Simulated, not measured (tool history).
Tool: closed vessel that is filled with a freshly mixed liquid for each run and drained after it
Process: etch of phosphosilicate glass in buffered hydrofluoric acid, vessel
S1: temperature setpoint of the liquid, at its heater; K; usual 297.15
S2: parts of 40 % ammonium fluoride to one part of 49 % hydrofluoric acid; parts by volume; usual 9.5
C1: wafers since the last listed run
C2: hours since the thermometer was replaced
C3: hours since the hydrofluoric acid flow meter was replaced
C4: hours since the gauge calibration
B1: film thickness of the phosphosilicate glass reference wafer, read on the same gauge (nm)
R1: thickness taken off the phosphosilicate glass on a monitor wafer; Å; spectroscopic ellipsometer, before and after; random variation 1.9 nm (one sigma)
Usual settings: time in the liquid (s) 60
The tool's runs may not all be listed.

run 1 hour=0 | S1=297.15 S2=9.5 time_in_the_liquid_(s)=45 | C1=0 C2=2078.1 C3=889.5 C4=159.4 | B1=90.02 | R1=1377.5
run 2 hour=17.4 | S1=297.15 S2=9.5 time_in_the_liquid_(s)=85 | C1=1161 C2=2095.5 C3=906.9 C4=176.8 | B1=90 | R1=2568.7
run 3 hour=26.3 | S1=297.15 S2=9.5 time_in_the_liquid_(s)=85 | C1=594 C2=2104.4 C3=915.8 C4=185.7 | B1=89.99 | R1=2591.5
run 4 hour=40.6 | S1=297.15 S2=9.5 time_in_the_liquid_(s)=85 | C1=954 C2=2118.7 C3=930.1 C4=200 | B1=90.02 | R1=2520.1
run 5 hour=53.4 | S1=297.15 S2=9.5 time_in_the_liquid_(s)=60 | C1=854 C2=2131.5 C3=942.9 C4=212.8 | B1=90 | R1=1789.4
run 6 hour=69.5 | S1=297.15 S2=9.5 time_in_the_liquid_(s)=60 | C1=1074 C2=2147.6 C3=959 C4=228.9 | B1=90 | R1=1795.3
run 7 hour=85 | S1=297.15 S2=9.5 time_in_the_liquid_(s)=60 | C1=1034 C2=2163.1 C3=974.5 C4=244.4 | B1=90.01 | R1=1785.3
run 8 hour=92 | S1=297.15 S2=9.5 time_in_the_liquid_(s)=60 | C1=467 C2=2170.1 C3=981.5 C4=251.4 | B1=90 | R1=1781.7
run 9 hour=103.5 | S1=297.15 S2=7 time_in_the_liquid_(s)=60 | C1=767 C2=2181.6 C3=993 C4=262.9 | B1=89.97 | R1=2421.5
-- hour=110.2 thermometer replaced
run 10 hour=112.6 | S1=297.15 S2=7 time_in_the_liquid_(s)=60 | C1=540 C2=2.4 C3=1002.1 C4=272 | B1=89.99 | R1=2821.2
run 11 hour=121.9 | S1=297.15 S2=11.5 time_in_the_liquid_(s)=60 | C1=620 C2=11.7 C3=1011.4 C4=281.3 | B1=90.01 | R1=1737.1
run 12 hour=132.9 | S1=297.15 S2=11.5 time_in_the_liquid_(s)=60 | C1=734 C2=22.7 C3=1022.4 C4=292.3 | B1=90 | R1=1719.3
run 13 hour=141.4 | S1=298.65 S2=9.5 time_in_the_liquid_(s)=60 | C1=567 C2=31.2 C3=1030.9 C4=300.8 | B1=90 | R1=2229.2
run 14 hour=150.7 | S1=298.65 S2=9.5 time_in_the_liquid_(s)=75 | C1=620 C2=40.5 C3=1040.2 C4=310.1 | B1=89.99 | R1=2782
run 15 hour=161.1 | S1=297.15 S2=12.5 time_in_the_liquid_(s)=90 | C1=694 C2=50.9 C3=1050.6 C4=320.5 | B1=89.98 | R1=2412.5
run 16 hour=172.8 | S1=295.65 S2=7.5 time_in_the_liquid_(s)=75 | C1=781 C2=62.6 C3=1062.3 C4=332.2 | B1=90.03 | R1=2972.5
run 17 hour=183.9 | S1=297.15 S2=12.5 time_in_the_liquid_(s)=35 | C1=741 C2=73.7 C3=1073.4 C4=343.3 | B1=89.98 | R1=931.9
-- hour=215.9 hydrofluoric acid flow meter replaced
run 18 hour=234.5 | S1=299.65 S2=9.5 time_in_the_liquid_(s)=30 | C1=3311 C2=124.3 C3=18.6 C4=393.9 | B1=89.98 | R1=1158.1
run 19 hour=242.6 | S1=297.15 S2=9.5 time_in_the_liquid_(s)=60 | C1=540 C2=132.4 C3=26.7 C4=402 | B1=90.01 | R1=2043.5
run 20 hour=248.7 | S1=297.15 S2=8 time_in_the_liquid_(s)=60 | C1=407 C2=138.5 C3=32.8 C4=408.1 | B1=89.99 | R1=2424.8
-- hour=255.5 gauge calibrated
run 21 hour=285.7 | S1=295.15 S2=13 time_in_the_liquid_(s)=35 | C1=2470 C2=175.5 C3=69.8 C4=30.2 | B1=89.99 | R1=801.7
run 22 hour=301.4 | S1=298.65 S2=9.5 time_in_the_liquid_(s)=75 | C1=1048 C2=191.2 C3=85.5 C4=45.9 | B1=89.99 | R1=2732.3
run 23 hour=310.7 | S1=297.15 S2=9.5 time_in_the_liquid_(s)=85 | C1=620 C2=200.5 C3=94.8 C4=55.2 | B1=90.01 | R1=2875.1
run 24 hour=325.9 | S1=295.15 S2=9.5 time_in_the_liquid_(s)=90 | C1=1014 C2=215.7 C3=110 C4=70.4 | B1=90.01 | R1=2731.6
run 25 hour=338.1 | S1=297.15 S2=9.5 time_in_the_liquid_(s)=60 | C1=814 C2=227.9 C3=122.2 C4=82.6 | B1=89.99 | R1=1993.9
run 26 hour=352 | S1=297.15 S2=7.5 time_in_the_liquid_(s)=60 | C1=928 C2=241.8 C3=136.1 C4=96.5 | B1=89.99 | R1=2593.5
run 27 hour=369 | S1=297.15 S2=9.5 time_in_the_liquid_(s)=60 | C1=1135 C2=258.8 C3=153.1 C4=113.5 | B1=89.97 | R1=2032.3
run 28 hour=383.7 | S1=299.65 S2=6 time_in_the_liquid_(s)=60 | C1=981 C2=273.5 C3=167.8 C4=128.2 | B1=90 | R1=3557.1
run 29 hour=389.8 | S1=299.65 S2=9.5 time_in_the_liquid_(s)=90 | C1=407 C2=279.6 C3=173.9 C4=134.3 | B1=90 | R1=3439.8
run 30 hour=420.9 | S1=300.65 S2=11 time_in_the_liquid_(s)=30 | C1=2076 C2=310.7 C3=205 C4=165.4 | B1=90 | R1=1069.4
run 31 hour=433.1 | S1=292.65 S2=13 time_in_the_liquid_(s)=40 | C1=814 C2=322.9 C3=217.2 C4=177.6 | B1=90 | R1=779.2
run 32 hour=446.1 | S1=297.15 S2=7.5 time_in_the_liquid_(s)=85 | C1=868 C2=335.9 C3=230.2 C4=190.6 | B1=89.99 | R1=3577.4

4 ways to go on from here, each from the tool as it stands after run 32. What would each give?
run A hour=446.8 | S1=299.65 S2=9.5 time_in_the_liquid_(s)=60 | C1=46 C2=336.6 C3=230.9 C4=191.3 | B1=? | R1=?
run B hour=446.8 | S1=299.65 S2=11.5 time_in_the_liquid_(s)=90 | C1=46 C2=336.6 C3=230.9 C4=191.3 | B1=? | R1=?
run C hour=446.8 | S1=300.65 S2=9.5 time_in_the_liquid_(s)=50 | C1=46 C2=336.6 C3=230.9 C4=191.3 | B1=? | R1=?
run D hour=446.8 | S1=301.65 S2=8 time_in_the_liquid_(s)=35 | C1=46 C2=336.6 C3=230.9 C4=191.3 | B1=? | R1=?

run=A B1=89.98 R1=2296
run=B B1=89.98 R1=2910.3
run=C B1=89.98 R1=2018.9
run=D B1=89.98 R1=1752.1
Without the tool's hidden state the same runs would have given:
run=A R1=2393
run=B R1=3033.4
run=C R1=2103.7
run=D R1=1825.2
